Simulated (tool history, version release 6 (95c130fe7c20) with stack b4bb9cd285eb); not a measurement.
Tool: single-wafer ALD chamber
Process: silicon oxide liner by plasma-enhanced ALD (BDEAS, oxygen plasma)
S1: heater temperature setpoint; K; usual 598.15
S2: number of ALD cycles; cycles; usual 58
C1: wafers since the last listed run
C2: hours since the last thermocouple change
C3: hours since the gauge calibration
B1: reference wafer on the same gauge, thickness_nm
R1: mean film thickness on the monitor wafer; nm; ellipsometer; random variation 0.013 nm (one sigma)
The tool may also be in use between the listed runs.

{"run": 1, "day": 0.0, "S1": 598.15, "S2": 58, "C1": 0, "C2": 171.5, "C3": 47.6, "B1": 4.669, "R1": 5.197}
{"run": 2, "day": 2.192, "S1": 598.15, "S2": 58, "C1": 310, "C2": 224.1, "C3": 100.2, "B1": 4.664, "R1": 5.217}
{"run": 3, "day": 6.158, "S1": 598.15, "S2": 58, "C1": 562, "C2": 319.3, "C3": 195.4, "B1": 4.67, "R1": 5.212}
{"run": 4, "day": 9.6, "S1": 598.15, "S2": 58, "C1": 487, "C2": 401.9, "C3": 278, "B1": 4.673, "R1": 5.226}
{"run": 5, "day": 13.683, "S1": 598.15, "S2": 58, "C1": 578, "C2": 499.9, "C3": 376, "B1": 4.668, "R1": 5.206}
{"run": 6, "day": 16.571, "S1": 598.15, "S2": 58, "C1": 409, "C2": 569.2, "C3": 445.3, "B1": 4.664, "R1": 5.207}
{"run": 7, "day": 19.388, "S1": 598.15, "S2": 58, "C1": 399, "C2": 636.8, "C3": 512.9, "B1": 4.672, "R1": 5.224}
{"run": 8, "day": 22.762, "S1": 598.15, "S2": 58, "C1": 478, "C2": 717.8, "C3": 593.9, "B1": 4.674, "R1": 5.219}
{"run": 9, "day": 25.95, "S1": 598.15, "S2": 58, "C1": 451, "C2": 794.3, "C3": 670.4, "B1": 4.671, "R1": 5.214}
{"run": 10, "day": 28.738, "S1": 598.15, "S2": 58, "C1": 395, "C2": 861.2, "C3": 737.3, "B1": 4.671, "R1": 5.199}
{"run": 11, "day": 33.112, "S1": 598.15, "S2": 58, "C1": 619, "C2": 966.2, "C3": 842.3, "B1": 4.671, "R1": 5.209}
{"run": 12, "day": 36.862, "S1": 598.15, "S2": 58, "C1": 531, "C2": 1056.2, "C3": 932.3, "B1": 4.674, "R1": 5.221}
{"run": 13, "day": 39.379, "S1": 598.15, "S2": 58, "C1": 356, "C2": 1116.6, "C3": 992.7, "B1": 4.674, "R1": 5.202}
{"run": 14, "day": 41.454, "S1": 598.15, "S2": 58, "C1": 294, "C2": 1166.4, "C3": 1042.5, "B1": 4.662, "R1": 5.197}
{"run": 15, "day": 43.767, "S1": 598.15, "S2": 58, "C1": 327, "C2": 1221.9, "C3": 1098, "B1": 4.665, "R1": 5.197}
{"run": 16, "day": 52.683, "S1": 598.15, "S2": 58, "C1": 1263, "C2": 1435.9, "C3": 1312, "B1": 4.671, "R1": 5.162}
{"run": 17, "day": 56.921, "S1": 598.15, "S2": 58, "C1": 600, "C2": 1537.6, "C3": 1413.7, "B1": 4.672, "R1": 5.169}
{"run": 18, "day": 59.296, "S1": 598.15, "S2": 58, "C1": 336, "C2": 1594.6, "C3": 1470.7, "B1": 4.668, "R1": 5.194}
{"run": 19, "day": 62.625, "S1": 593.15, "S2": 58, "C1": 471, "C2": 1674.5, "C3": 1550.6, "B1": 4.674, "R1": 5.205}
{"run": 20, "day": 66.233, "S1": 613.15, "S2": 65, "C1": 511, "C2": 1761.1, "C3": 1637.2, "B1": 4.675, "R1": 5.662}
{"day": 68.162, "done": "gauge calibrated"}
{"run": 21, "day": 70.146, "S1": 603.15, "S2": 53, "C1": 554, "C2": 1855, "C3": 47.6, "B1": 4.672, "R1": 4.681}
{"run": 22, "day": 78.762, "S1": 598.15, "S2": 58, "C1": 1221, "C2": 2061.8, "C3": 254.4, "B1": 4.67, "R1": 5.155}
{"run": 23, "day": 82.283, "S1": 598.15, "S2": 58, "C1": 498, "C2": 2146.3, "C3": 338.9, "B1": 4.668, "R1": 5.168}
{"day": 84.508, "done": "thermocouple changed; heater temperature recalibrated"}
{"run": 24, "day": 84.825, "S1": 598.15, "S2": 58, "C1": 312, "C2": 7.6, "C3": 399.9, "B1": 4.672, "R1": 5.245}
{"run": 25, "day": 88.696, "S1": 585.15, "S2": 55, "C1": 548, "C2": 100.5, "C3": 492.8, "B1": 4.671, "R1": 5.076}
{"run": 26, "day": 92.492, "S1": 592.15, "S2": 48, "C1": 537, "C2": 191.6, "C3": 583.9, "B1": 4.671, "R1": 4.368}
{"run": 27, "day": 94.208, "S1": 605.15, "S2": 58, "C1": 243, "C2": 232.8, "C3": 625.1, "B1": 4.666, "R1": 5.187}
{"run": 28, "day": 96.342, "S1": 612.15, "S2": 58, "C1": 302, "C2": 284, "C3": 676.3, "B1": 4.665, "R1": 5.107}
{"run": 29, "day": 99.088, "S1": 592.15, "S2": 61, "C1": 389, "C2": 349.9, "C3": 742.2, "B1": 4.666, "R1": 5.545}
{"run": 30, "day": 100.838, "S1": 606.15, "S2": 47, "C1": 247, "C2": 391.9, "C3": 784.2, "B1": 4.666, "R1": 4.19}
{"run": 31, "day": 104.471, "S1": 594.15, "S2": 58, "C1": 514, "C2": 479.1, "C3": 871.4, "B1": 4.673, "R1": 5.281}
{"run": 32, "day": 107.45, "S1": 598.15, "S2": 58, "C1": 422, "C2": 550.6, "C3": 942.9, "B1": 4.669, "R1": 5.234}
{"run": 33, "day": 109.512, "S1": 591.15, "S2": 52, "C1": 292, "C2": 600.1, "C3": 992.4, "B1": 4.67, "R1": 4.748}
{"run": 34, "day": 112.104, "S1": 598.15, "S2": 58, "C1": 367, "C2": 662.3, "C3": 1054.6, "B1": 4.676, "R1": 5.221}
{"run": 35, "day": 113.767, "S1": 598.15, "S2": 62, "C1": 235, "C2": 702.2, "C3": 1094.5, "B1": 4.669, "R1": 5.579}
{"run": 36, "day": 116.721, "S1": 584.15, "S2": 58, "C1": 418, "C2": 773.1, "C3": 1165.4, "B1": 4.672, "R1": 5.352}

Hidden state or all else? Some run-to-run changes of R1, split into what the settings, what came in and random variation would give without the hidden state, and what is left for the hidden state (with any gauge scatter that isn't in both results):
The hidden state here: wafer temperature above the value expected at the setpoint (K); gauge reads high (%).
Run 19 -> 20: S1 593.15 -> 613.15, S2 58 -> 65. R1 +0.457 nm: hidden state -0.009, all else +0.466.
Run 20 -> 21: S1 613.15 -> 603.15, S2 65 -> 53, gauge calibrated. R1 -0.981 nm: hidden state +0.006, all else -0.987.
Run 21 -> 22: S1 603.15 -> 598.15, S2 53 -> 58. R1 +0.474 nm: hidden state -0.016, all else +0.49.
Run 23 -> 24: thermocouple changed; heater temperature recalibrated. R1 +0.077 nm: hidden state +0.079, all else -0.002.
Run 29 -> 30: S1 592.15 -> 606.15, S2 61 -> 47. R1 -1.355 nm: hidden state -0.003, all else -1.352.
Run 30 -> 31: S1 606.15 -> 594.15, S2 47 -> 58. R1 +1.091 nm: hidden state +0.001, all else +1.09.
